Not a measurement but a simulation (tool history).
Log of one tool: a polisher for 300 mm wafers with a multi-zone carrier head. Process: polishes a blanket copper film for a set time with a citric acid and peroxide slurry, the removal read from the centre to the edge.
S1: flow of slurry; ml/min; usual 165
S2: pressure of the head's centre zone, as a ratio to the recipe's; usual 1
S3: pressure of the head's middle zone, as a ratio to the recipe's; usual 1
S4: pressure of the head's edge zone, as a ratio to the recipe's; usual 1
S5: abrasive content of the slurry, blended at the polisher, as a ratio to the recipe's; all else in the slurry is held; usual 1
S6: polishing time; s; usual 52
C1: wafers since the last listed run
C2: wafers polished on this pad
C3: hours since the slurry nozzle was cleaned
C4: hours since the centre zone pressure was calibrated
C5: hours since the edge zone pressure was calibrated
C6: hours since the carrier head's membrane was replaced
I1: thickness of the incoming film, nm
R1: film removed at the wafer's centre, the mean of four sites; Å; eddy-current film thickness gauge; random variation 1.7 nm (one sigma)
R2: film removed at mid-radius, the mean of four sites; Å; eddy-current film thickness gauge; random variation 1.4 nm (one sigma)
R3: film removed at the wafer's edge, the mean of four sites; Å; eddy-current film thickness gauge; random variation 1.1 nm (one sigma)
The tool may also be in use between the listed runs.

run   hour   S1    S2    S3    S4    S5  S6   C1    C2     C3     C4     C5     C6      I1    R1    R2    R3
  1      0  165     1     1     1     1  52    0   291     81  482.4   13.9   41.7  1171.5  1153  1109  1131
  2   22.4  165     1     1     1     1  52  338   629  103.4  504.8   36.3   64.1  1149.5  1111  1079  1131
        25  -- centre zone pressure recalibrated
  3   30.5  165     1     1     1     1  52   92   722  111.5    5.5   44.4   72.2  1159.4  1141  1109  1141
  4     37  220     1     1  1.05     1  52   98   820    118     12   50.9   78.7  1162.1  1173  1149  1195
  5   43.9  145  0.97     1     1     1  52  104   924  124.9   18.9   57.8   85.6  1154.9  1061  1091  1127
  6     52  185  1.08     1  0.92     1  57  122  1046    133     27   65.9   93.7  1155.3  1391  1191  1187
  7   68.6  165     1     1     1   0.8  63  250  1297  149.6   43.6   82.5  110.3  1159.7  1323  1220  1277
      90.4  -- worn pad replaced by a new one
  8  118.8  165  1.03     1     1     1  66  698   428  199.8   93.8  132.7  160.5  1166.9  1497  1407  1455
  9  126.6  165     1     1     1     1  52  117   546  207.6  101.6  140.5  168.3  1172.2  1155  1098  1141
 10  134.8  185     1     1     1     1  60  123   670  215.8  109.8  148.7  176.5  1157.9  1364  1255  1303
 11  143.7  165  1.12  1.08  1.05     1  68  134   805  224.7  118.7  157.6  185.4  1183.6  1628  1511  1482
 12  154.3  165     1  0.95     1     1  52  160   965  235.3  129.3  168.2    196  1155.6  1133  1054  1122
 13    172  125     1     1     1     1  52  267  1232    253    147  185.9  213.7  1163.1  1120  1062  1069
 14  178.3  195     1     1     1  1.15  68   95  1327  259.3  153.3  192.2    220  1150.4  1554  1502  1530
 15  192.9  165  0.91  1.07  0.89     1  52  220  1548  273.9  167.9  206.8  234.6  1153.6  1040  1183  1040
 16  200.9  165  0.94     1  1.07   0.8  52  120  1669  281.9  175.9  214.8  242.6  1156.9  1004  1057  1093
     213.5  -- worn pad replaced by a new one
 17    214  125  0.95     1     1     1  52  137     7    295    189  227.9  255.7  1185.9  1047  1074  1085
 18  225.2  165     1  1.03     1   1.1  52  169   177  306.2  200.2  239.1  266.9  1137.7  1162  1152  1151
 19  236.1  165     1     1  1.11   1.2  46  164   341  317.1  211.1    250  277.8  1162.2  1062  1030  1093
 20  242.5  165  1.08     1  1.11     1  52   96   438  323.5  217.5  256.4  284.2  1149.4  1229  1085  1188
 21  256.2  165     1     1     1     1  52  206   645  337.2  231.2  270.1  297.9  1174.7  1125  1122  1120
 22  272.3  165     1     1  0.92     1  52  243   888  353.3  247.3  286.2    314  1142.3  1136  1105  1092
 23  289.7  165     1     1     1     1  52  262  1151  370.7  264.7  303.6  331.4    1155  1139  1120  1103

Forecast each of these 3 alternatives for the next run:
  A  290.1  165   1   1   1    1  52   6  1157  371.1  265.1  304  331.8  1146.9   ?   ?   ?
  B  290.1  140   1   1   1    1  52   6  1157  371.1  265.1  304  331.8  1146.9   ?   ?   ?
  C  290.1  165   1   1   1  1.2  52   6  1157  371.1  265.1  304  331.8  1146.9   ?   ?   ?

run    R1    R2    R3
  A  1136  1094  1136
  B  1111  1072  1120
  C  1194  1149  1194
Without the tool's hidden state the same runs would have given:
run    R1    R2    R3
  A  1136  1094  1136
  B  1111  1072  1120
  C  1194  1149  1194
